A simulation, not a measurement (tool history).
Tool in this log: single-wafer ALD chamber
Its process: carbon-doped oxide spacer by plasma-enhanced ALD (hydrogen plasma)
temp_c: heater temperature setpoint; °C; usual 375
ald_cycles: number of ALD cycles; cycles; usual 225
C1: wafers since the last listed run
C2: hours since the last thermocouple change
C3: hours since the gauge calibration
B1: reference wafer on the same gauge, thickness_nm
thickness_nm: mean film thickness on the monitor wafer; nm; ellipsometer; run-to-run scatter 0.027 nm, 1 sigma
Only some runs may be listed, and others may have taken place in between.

run 1 day=0 | temp_c=383 ald_cycles=225 | C1=0 C2=2472.7 C3=320.9 | B1=10.906 | thickness_nm=10.918
run 2 day=0.617 | temp_c=383 ald_cycles=225 | C1=21 C2=2487.5 C3=335.7 | B1=10.896 | thickness_nm=10.92
run 3 day=1.108 | temp_c=383 ald_cycles=225 | C1=17 C2=2499.3 C3=347.5 | B1=10.904 | thickness_nm=10.974
run 4 day=1.704 | temp_c=375 ald_cycles=225 | C1=20 C2=2513.6 C3=361.8 | B1=10.907 | thickness_nm=10.954
run 5 day=2.071 | temp_c=375 ald_cycles=253 | C1=12 C2=2522.4 C3=370.6 | B1=10.904 | thickness_nm=12.274
run 6 day=2.608 | temp_c=386 ald_cycles=225 | C1=18 C2=2535.3 C3=383.5 | B1=10.893 | thickness_nm=10.91
run 7 day=3.021 | temp_c=386 ald_cycles=225 | C1=14 C2=2545.2 C3=393.4 | B1=10.896 | thickness_nm=10.956
run 8 day=3.562 | temp_c=375 ald_cycles=225 | C1=18 C2=2558.2 C3=406.4 | B1=10.902 | thickness_nm=10.948
run 9 day=3.925 | temp_c=371 ald_cycles=192 | C1=12 C2=2566.9 C3=415.1 | B1=10.904 | thickness_nm=9.336
run 10 day=4.25 | temp_c=371 ald_cycles=192 | C1=11 C2=2574.7 C3=422.9 | B1=10.9 | thickness_nm=9.328
run 11 day=4.871 | temp_c=364 ald_cycles=239 | C1=21 C2=2589.6 C3=437.8 | B1=10.894 | thickness_nm=11.606
-- day=4.988 gauge calibrated
run 12 day=5.138 | temp_c=364 ald_cycles=239 | C1=9 C2=2596 C3=3.6 | B1=10.904 | thickness_nm=11.579
run 13 day=5.629 | temp_c=364 ald_cycles=239 | C1=17 C2=2607.8 C3=15.4 | B1=10.9 | thickness_nm=11.651
run 14 day=6.075 | temp_c=381 ald_cycles=225 | C1=15 C2=2618.5 C3=26.1 | B1=10.894 | thickness_nm=10.911
run 15 day=6.533 | temp_c=375 ald_cycles=191 | C1=16 C2=2629.5 C3=37.1 | B1=10.898 | thickness_nm=9.261
run 16 day=7.092 | temp_c=375 ald_cycles=191 | C1=19 C2=2642.9 C3=50.5 | B1=10.898 | thickness_nm=9.275
run 17 day=7.371 | temp_c=375 ald_cycles=191 | C1=9 C2=2649.6 C3=57.2 | B1=10.903 | thickness_nm=9.284
run 18 day=7.683 | temp_c=379 ald_cycles=238 | C1=10 C2=2657.1 C3=64.7 | B1=10.896 | thickness_nm=11.519
run 19 day=8.225 | temp_c=380 ald_cycles=200 | C1=18 C2=2670.1 C3=77.7 | B1=10.894 | thickness_nm=9.694
run 20 day=8.871 | temp_c=368 ald_cycles=225 | C1=22 C2=2685.6 C3=93.2 | B1=10.901 | thickness_nm=10.911
run 21 day=9.475 | temp_c=370 ald_cycles=225 | C1=21 C2=2700.1 C3=107.7 | B1=10.899 | thickness_nm=10.911
run 22 day=10.267 | temp_c=382 ald_cycles=186 | C1=27 C2=2719.1 C3=126.7 | B1=10.891 | thickness_nm=9.052
-- day=10.733 thermocouple changed; heater temperature recalibrated
run 23 day=10.754 | temp_c=370 ald_cycles=225 | C1=5 C2=0.5 C3=138.4 | B1=10.902 | thickness_nm=10.929
run 24 day=11.008 | temp_c=382 ald_cycles=206 | C1=8 C2=6.6 C3=144.5 | B1=10.894 | thickness_nm=9.987
run 25 day=11.738 | temp_c=371 ald_cycles=240 | C1=25 C2=24.1 C3=162 | B1=10.897 | thickness_nm=11.677
run 26 day=12.25 | temp_c=375 ald_cycles=225 | C1=17 C2=36.4 C3=174.3 | B1=10.904 | thickness_nm=10.897
run 27 day=12.946 | temp_c=362 ald_cycles=260 | C1=24 C2=53.1 C3=191 | B1=10.907 | thickness_nm=12.582
run 28 day=13.329 | temp_c=375 ald_cycles=185 | C1=13 C2=62.3 C3=200.2 | B1=10.898 | thickness_nm=8.937
run 29 day=13.804 | temp_c=368 ald_cycles=212 | C1=16 C2=73.7 C3=211.6 | B1=10.905 | thickness_nm=10.322
run 30 day=14.238 | temp_c=375 ald_cycles=194 | C1=15 C2=84.1 C3=222 | B1=10.903 | thickness_nm=9.384
run 31 day=14.629 | temp_c=380 ald_cycles=200 | C1=13 C2=93.5 C3=231.4 | B1=10.904 | thickness_nm=9.726
run 32 day=14.971 | temp_c=375 ald_cycles=259 | C1=11 C2=101.7 C3=239.6 | B1=10.9 | thickness_nm=12.561
run 33 day=15.262 | temp_c=370 ald_cycles=240 | C1=10 C2=108.7 C3=246.6 | B1=10.899 | thickness_nm=11.65
run 34 day=15.846 | temp_c=386 ald_cycles=202 | C1=20 C2=122.7 C3=260.6 | B1=10.906 | thickness_nm=9.833

5 ways to go on from here, each from the tool as it stands after run 34. What would each give?
run A day=15.875 | temp_c=375 ald_cycles=225 | C1=1 C2=123.4 C3=261.3 | B1=? | thickness_nm=?
run B day=15.875 | temp_c=379 ald_cycles=253 | C1=1 C2=123.4 C3=261.3 | B1=? | thickness_nm=?
run C day=15.875 | temp_c=360 ald_cycles=209 | C1=1 C2=123.4 C3=261.3 | B1=? | thickness_nm=?
run D day=15.875 | temp_c=379 ald_cycles=266 | C1=1 C2=123.4 C3=261.3 | B1=? | thickness_nm=?
run E day=15.875 | temp_c=388 ald_cycles=240 | C1=1 C2=123.4 C3=261.3 | B1=? | thickness_nm=?

run=A B1=10.896 thickness_nm=10.979
run=B B1=10.896 thickness_nm=12.345
run=C B1=10.896 thickness_nm=10.198
run=D B1=10.896 thickness_nm=12.979
run=E B1=10.896 thickness_nm=11.711
Without the tool's unlogged condition, the same runs would have read:
run=A thickness_nm=10.979
run=B thickness_nm=12.345
run=C thickness_nm=10.198
run=D thickness_nm=12.979
run=E thickness_nm=11.711
